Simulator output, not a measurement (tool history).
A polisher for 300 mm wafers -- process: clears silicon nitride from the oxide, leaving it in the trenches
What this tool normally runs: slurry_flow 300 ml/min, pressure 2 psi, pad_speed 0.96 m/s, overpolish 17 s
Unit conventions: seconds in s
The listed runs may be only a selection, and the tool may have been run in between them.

run    hour  slurry_flow  pressure  pad_speed  overpolish  incoming thickness of the incoming film, nm  seconds
  1       0          370       1.9       0.96          17                                         45.1     60.4
  2    50.3          300         2       0.96          14                                         45.1     58.2
  3    79.2          300         2       0.96          14                                         45.2     57.7
  4     113          300         2       0.96          14                                           45     58.7
  5   157.5          300         2       0.96          17                                         45.4     59.5
  6   204.9          300         2       0.96          22                                           45     57.8
      263.3  -- worn pad replaced by a new one
  7   263.8          300         2       0.96          22                                         44.9     56.2
  8   309.1          300         2       0.96          22                                         45.3     56.1
  9   337.2          300         2       0.96          25                                         45.2     55.8
 10   366.6          300         2       0.96          25                                           45     55.7
 11   423.5          300         2       0.96          17                                         44.8     56.3
 12   494.8          300         2       0.96          17                                         45.1     56.2
 13   529.4          300         2       0.96          17                                         45.3     55.6
      560.6  -- worn pad replaced by a new one
 14   561.1          300         2       0.96          17                                         45.4     57.6
      598.1  -- slurry nozzle cleaned
      611.4  -- head pressure recalibrated
 15     620          200       1.8       0.96          17                                         44.2     64.4
 16   682.3          230       1.8       0.96          25                                         44.5     64.4
 17   716.9          300         2       0.96          17                                         45.9     60.5
      866.4  -- worn pad replaced by a new one
 18   900.5          270       1.6       1.22          11                                         44.7     54.5
 19   960.9          300       2.5       0.96          17                                         44.9     48.3
 20  1168.6          300         2       1.22          17                                         44.9     45.4
     1173.5  -- worn pad replaced by a new one
 21  1236.8          300         2       0.96          10                                           45     56.7
 22  1262.2          300         2       0.96           8                                         45.8     56.9
 23  1317.8          300         2       0.76          25                                         45.3     70.5
 24  1353.1          385         2        0.7          14                                         44.8     74.6
 25  1424.3          300         2       0.96          22                                         44.3     55.1
     1495.4  -- head pressure recalibrated
 26  1495.9          300         2       0.96          17                                         45.3     61.9
     1503.9  -- worn pad replaced by a new one
     1504.1  -- slurry nozzle cleaned
 27  1543.2          300         2       0.96          25                                         45.2     61.9
 28  1573.3          300       2.5       0.96          17                                         45.1     49.4
 29  1631.9          300         2       0.96          17                                         44.3     58.5

Predict each of these 5 candidate next runs independently; none follows another, all start after run 29:
  A  1632.3          300         2       0.96          17                                         45.4        ?
  B  1632.3          350       2.5       0.64          17                                         45.4        ?
  C  1632.3          300         2       1.18          17                                         45.4        ?
  D  1632.3          340         2       0.72          17                                         45.4        ?
  E  1632.3          240       1.5       0.96          17                                         45.4        ?

run  seconds
  A     59.6
  B     73.9
  C     48.5
  D     78.9
  E     75.4
Take away the tool's hidden state, keep each run's random variation, and the runs would have read:
run  seconds
  A     62.3
  B     77.2
  C     50.7
  D     82.4
  E     78.8
